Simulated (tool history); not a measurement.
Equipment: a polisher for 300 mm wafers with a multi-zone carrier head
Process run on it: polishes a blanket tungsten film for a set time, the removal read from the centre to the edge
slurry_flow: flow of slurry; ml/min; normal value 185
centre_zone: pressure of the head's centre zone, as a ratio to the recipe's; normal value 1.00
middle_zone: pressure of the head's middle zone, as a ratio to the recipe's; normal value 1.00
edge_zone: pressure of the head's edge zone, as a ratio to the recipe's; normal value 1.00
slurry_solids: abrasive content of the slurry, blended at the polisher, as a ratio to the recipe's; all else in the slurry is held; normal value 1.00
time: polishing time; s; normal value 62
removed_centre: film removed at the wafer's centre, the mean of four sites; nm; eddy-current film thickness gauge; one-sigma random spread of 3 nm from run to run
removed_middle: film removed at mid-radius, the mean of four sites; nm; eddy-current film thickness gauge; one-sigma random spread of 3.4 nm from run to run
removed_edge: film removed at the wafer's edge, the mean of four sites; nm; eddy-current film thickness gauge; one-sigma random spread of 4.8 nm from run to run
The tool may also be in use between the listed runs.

| run | hour | slurry_flow | centre_zone | middle_zone | edge_zone | slurry_solids | time | wafers since the last listed run | wafers polished on this pad | hours since the slurry nozzle was cleaned | hours since the centre zone pressure was calibrated | hours since the edge zone pressure was calibrated | hours since the carrier head's membrane was replaced | incoming thickness of the incoming film, nm | removed_centre | removed_middle | removed_edge |
|---|---|---|---|---|---|---|---|---|---|---|---|---|---|---|---|---|---|
| 1 | 0.0 | 185 | 1.00 | 1.00 | 1.00 | 1.00 | 62 | 0 | 1816 | 599.4 | 315.2 | 914.6 | 1193.9 | 969.0 | 407.0 | 404.4 | 384.9 |
| 2 | 49.5 | 185 | 1.00 | 1.00 | 1.00 | 1.00 | 62 | 638 | 2454 | 648.9 | 364.7 | 964.1 | 1243.4 | 946.5 | 400.5 | 406.6 | 395.6 |
|  | 120.0 | centre zone pressure recalibrated |
| 3 | 140.9 | 185 | 1.00 | 1.00 | 1.00 | 1.00 | 62 | 1152 | 3606 | 740.3 | 20.9 | 1055.5 | 1334.8 | 973.3 | 393.6 | 395.6 | 374.5 |
|  | 188.5 | edge zone pressure recalibrated |
| 4 | 223.6 | 185 | 1.00 | 1.00 | 1.00 | 0.85 | 62 | 1040 | 4647 | 823.0 | 103.6 | 35.1 | 1417.5 | 949.0 | 367.9 | 371.2 | 351.1 |
|  | 228.0 | worn pad replaced by a new one |
|  | 238.8 | slurry nozzle cleaned |
|  | 250.9 | carrier head's membrane replaced by a new one |
| 5 | 309.6 | 185 | 1.00 | 1.00 | 1.00 | 0.85 | 62 | 979 | 974 | 70.8 | 189.6 | 121.1 | 58.7 | 952.6 | 397.7 | 394.9 | 389.5 |
| 6 | 363.1 | 185 | 1.00 | 1.00 | 1.00 | 0.85 | 62 | 689 | 1664 | 124.3 | 243.1 | 174.6 | 112.2 | 962.7 | 391.4 | 395.6 | 389.6 |
| 7 | 430.2 | 200 | 1.00 | 1.00 | 1.00 | 1.00 | 62 | 865 | 2529 | 191.4 | 310.2 | 241.7 | 179.3 | 971.9 | 404.5 | 406.0 | 401.3 |
| 8 | 496.4 | 185 | 1.00 | 1.00 | 1.00 | 1.00 | 62 | 853 | 3382 | 257.6 | 376.4 | 307.9 | 245.5 | 969.6 | 391.7 | 400.7 | 391.5 |
|  | 534.2 | centre zone pressure recalibrated |
| 9 | 562.4 | 185 | 1.00 | 1.00 | 1.00 | 1.00 | 62 | 825 | 4207 | 323.6 | 28.2 | 373.9 | 311.5 | 942.8 | 390.7 | 380.4 | 374.7 |
|  | 598.1 | worn pad replaced by a new one |
| 10 | 612.7 | 185 | 1.00 | 1.00 | 1.00 | 1.00 | 78 | 596 | 187 | 373.9 | 78.5 | 424.2 | 361.8 | 972.7 | 518.4 | 515.8 | 510.9 |
| 11 | 654.3 | 185 | 1.00 | 0.88 | 0.92 | 0.75 | 50 | 536 | 724 | 415.5 | 120.1 | 465.8 | 403.4 | 963.6 | 317.7 | 287.0 | 300.8 |
| 12 | 699.2 | 185 | 1.00 | 1.00 | 1.00 | 1.00 | 62 | 578 | 1302 | 460.4 | 165.0 | 510.7 | 448.3 | 966.1 | 412.7 | 410.0 | 400.0 |
| 13 | 783.4 | 250 | 1.00 | 1.00 | 1.00 | 1.00 | 83 | 1085 | 2388 | 544.6 | 249.2 | 594.9 | 532.5 | 946.5 | 571.6 | 566.5 | 537.8 |
| 14 | 850.6 | 185 | 0.90 | 1.00 | 1.00 | 1.00 | 48 | 866 | 3254 | 611.8 | 316.4 | 662.1 | 599.7 | 941.9 | 277.1 | 308.6 | 308.1 |
| 15 | 912.8 | 185 | 1.00 | 1.08 | 1.00 | 1.00 | 62 | 801 | 4056 | 674.0 | 378.6 | 724.3 | 661.9 | 969.1 | 385.8 | 416.9 | 379.2 |
|  | 981.9 | worn pad replaced by a new one |
| 16 | 986.4 | 185 | 1.00 | 1.00 | 1.00 | 1.00 | 62 | 897 | 57 | 747.6 | 452.2 | 797.9 | 735.5 | 944.9 | 413.0 | 414.2 | 399.4 |
|  | 998.4 | slurry nozzle cleaned |
|  | 1001.9 | centre zone pressure recalibrated |
| 17 | 1074.1 | 245 | 1.00 | 1.00 | 1.11 | 1.00 | 62 | 1091 | 1149 | 75.7 | 72.2 | 885.6 | 823.2 | 961.5 | 423.6 | 429.1 | 434.3 |
| 18 | 1161.2 | 185 | 1.00 | 1.11 | 1.06 | 1.30 | 74 | 1122 | 2272 | 162.8 | 159.3 | 972.7 | 910.3 | 963.1 | 504.2 | 561.6 | 503.6 |
| 19 | 1233.2 | 185 | 1.00 | 1.05 | 1.00 | 1.00 | 80 | 928 | 3200 | 234.8 | 231.3 | 1044.7 | 982.3 | 946.5 | 516.4 | 536.9 | 502.2 |
| 20 | 1300.7 | 230 | 1.00 | 1.00 | 1.00 | 0.90 | 62 | 870 | 4070 | 302.3 | 298.8 | 1112.2 | 1049.8 | 955.2 | 397.4 | 399.2 | 382.2 |
| 21 | 1364.2 | 185 | 1.11 | 1.03 | 0.90 | 1.00 | 56 | 818 | 4889 | 365.8 | 362.3 | 1175.7 | 1113.3 | 953.5 | 374.1 | 346.7 | 316.2 |
|  | 1458.6 | worn pad replaced by a new one |
| 22 | 1466.7 | 185 | 1.00 | 1.00 | 1.00 | 1.00 | 62 | 1269 | 104 | 468.3 | 464.8 | 1278.2 | 1215.8 | 957.4 | 411.3 | 410.8 | 400.8 |

Predict each of these 3 candidate next runs independently; none follows another, all start after run 22:
| A | 1467.1 | 185 | 1.00 | 1.00 | 1.00 | 1.00 | 69 | 5 | 109 | 468.7 | 465.2 | 1278.6 | 1216.2 | 951.2 | ? | ? | ? |
| B | 1467.1 | 185 | 1.00 | 1.00 | 1.10 | 0.80 | 62 | 5 | 109 | 468.7 | 465.2 | 1278.6 | 1216.2 | 951.2 | ? | ? | ? |
| C | 1467.1 | 185 | 0.95 | 0.88 | 1.00 | 0.90 | 77 | 5 | 109 | 468.7 | 465.2 | 1278.6 | 1216.2 | 951.2 | ? | ? | ? |

| run | removed_centre | removed_middle | removed_edge |
|---|---|---|---|
| A | 459.2 | 455.7 | 446.9 |
| B | 397.3 | 394.2 | 405.3 |
| C | 479.0 | 448.9 | 490.5 |
Take away the tool's hidden state, keep each run's random variation, and the runs would have read:
| run | removed_centre | removed_middle | removed_edge |
|---|---|---|---|
| A | 463.6 | 460.0 | 451.1 |
| B | 401.1 | 398.0 | 409.2 |
| C | 483.5 | 453.2 | 495.1 |
